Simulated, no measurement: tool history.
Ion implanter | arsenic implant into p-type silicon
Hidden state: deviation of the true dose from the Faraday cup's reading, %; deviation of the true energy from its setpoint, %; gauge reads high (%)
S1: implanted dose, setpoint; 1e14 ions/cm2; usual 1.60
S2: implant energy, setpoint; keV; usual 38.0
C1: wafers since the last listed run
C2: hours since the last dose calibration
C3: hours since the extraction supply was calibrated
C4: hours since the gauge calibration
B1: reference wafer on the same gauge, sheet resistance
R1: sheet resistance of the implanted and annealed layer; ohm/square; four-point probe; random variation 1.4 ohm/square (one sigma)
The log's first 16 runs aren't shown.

run,hour,S1,S2,C1,C2,C3,C4,B1,R1
17,774.8,1.60,38.0,1281,268.5,692.0,1301.7,517.61,444.08
18,804.3,1.45,34.5,564,298.0,721.5,1331.2,517.80,483.83
# hour 810.4: gauge calibrated
19,845.3,1.47,25.0,784,339.0,762.5,34.9,518.39,504.07
20,876.4,1.60,38.0,594,370.1,793.6,66.0,518.60,445.17
21,939.3,1.32,34.5,1202,433.0,856.5,128.9,518.09,513.37
22,1006.5,1.60,38.0,1285,500.2,923.7,196.1,517.74,443.00
23,1046.9,1.39,50.5,772,540.6,964.1,236.5,518.03,463.07
24,1102.1,1.79,25.0,1055,595.8,1019.3,291.7,518.31,437.04
25,1145.6,1.24,27.0,831,639.3,1062.8,335.2,518.34,562.49
26,1172.9,1.39,50.5,522,666.6,1090.1,362.5,517.92,459.63
27,1202.1,1.82,38.0,558,695.8,1119.3,391.7,517.67,402.16
28,1236.5,1.29,30.0,657,730.2,1153.7,426.1,517.73,533.15
29,1295.1,1.60,50.0,1120,788.8,1212.3,484.7,517.40,423.63
30,1329.9,1.41,31.0,665,823.6,1247.1,519.5,518.83,497.92
31,1364.5,1.60,30.0,661,858.2,1281.7,554.1,517.82,456.93

Run 32 comes next. What will it give?
32,1409.7,1.60,38.0,864,903.4,1326.9,599.3,?,?

B1: 517.92
R1: 439.59 ohm/square
Without the tool's hidden state the same run would have given R1 445.35 ohm/square.
